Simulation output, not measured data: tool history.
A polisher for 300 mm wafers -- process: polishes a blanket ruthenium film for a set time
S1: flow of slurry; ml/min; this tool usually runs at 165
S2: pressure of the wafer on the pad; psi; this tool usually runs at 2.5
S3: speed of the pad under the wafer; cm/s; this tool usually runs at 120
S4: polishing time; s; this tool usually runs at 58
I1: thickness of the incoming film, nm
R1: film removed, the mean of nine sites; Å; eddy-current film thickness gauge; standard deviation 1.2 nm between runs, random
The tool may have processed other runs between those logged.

| run | hour | S1 | S2 | S3 | S4 | I1 | R1 |
|---|---|---|---|---|---|---|---|
| 1 | 0.0 | 165 | 2.5 | 130 | 58 | 524.2 | 875 |
| 2 | 23.0 | 165 | 2.5 | 130 | 58 | 518.6 | 865 |
| 3 | 42.9 | 165 | 2.5 | 130 | 58 | 524.3 | 815 |
|  | 53.8 | worn pad replaced by a new one |
| 4 | 64.4 | 165 | 2.5 | 120 | 45 | 514.8 | 656 |
| 5 | 85.9 | 165 | 2.5 | 120 | 45 | 517.5 | 629 |
| 6 | 110.8 | 165 | 2.5 | 120 | 45 | 521.3 | 618 |
| 7 | 136.2 | 165 | 2.0 | 120 | 58 | 517.2 | 606 |
| 8 | 149.8 | 165 | 2.5 | 120 | 58 | 525.5 | 758 |
|  | 167.6 | worn pad replaced by a new one |
|  | 180.1 | head pressure recalibrated |
| 9 | 185.4 | 165 | 2.5 | 120 | 58 | 524.0 | 807 |
| 10 | 202.5 | 200 | 2.5 | 120 | 51 | 516.9 | 744 |
| 11 | 216.2 | 130 | 1.9 | 120 | 58 | 522.8 | 590 |
|  | 222.3 | slurry nozzle cleaned |
| 12 | 246.5 | 205 | 2.5 | 138 | 58 | 525.4 | 1011 |
| 13 | 263.1 | 165 | 2.5 | 84 | 58 | 518.0 | 590 |
|  | 288.8 | worn pad replaced by a new one |
| 14 | 289.3 | 165 | 2.5 | 90 | 58 | 523.3 | 706 |
| 15 | 314.8 | 205 | 2.0 | 140 | 71 | 524.1 | 1043 |
| 16 | 329.7 | 185 | 2.5 | 134 | 58 | 524.2 | 993 |
| 17 | 348.8 | 145 | 2.5 | 120 | 58 | 520.7 | 843 |
| 18 | 378.3 | 165 | 2.5 | 120 | 58 | 513.0 | 822 |
| 19 | 401.9 | 165 | 2.5 | 120 | 58 | 526.2 | 799 |

5 ways to go on from here, each from the tool as it stands after run 19. What would each give?
| A | 402.3 | 165 | 2.5 | 120 | 58 | 522.8 | ? |
| B | 402.3 | 220 | 1.6 | 136 | 58 | 522.8 | ? |
| C | 402.3 | 165 | 2.5 | 108 | 58 | 522.8 | ? |
| D | 402.3 | 190 | 1.8 | 120 | 45 | 522.8 | ? |
| E | 402.3 | 185 | 3.4 | 120 | 58 | 522.8 | ? |

| run | R1 |
|---|---|
| A | 798 |
| B | 608 |
| C | 719 |
| D | 458 |
| E | 1109 |
Take away the tool's hidden state, keep each run's random variation, and the runs would have read:
| run | R1 |
|---|---|
| A | 963 |
| B | 725 |
| C | 867 |
| D | 549 |
| E | 1331 |

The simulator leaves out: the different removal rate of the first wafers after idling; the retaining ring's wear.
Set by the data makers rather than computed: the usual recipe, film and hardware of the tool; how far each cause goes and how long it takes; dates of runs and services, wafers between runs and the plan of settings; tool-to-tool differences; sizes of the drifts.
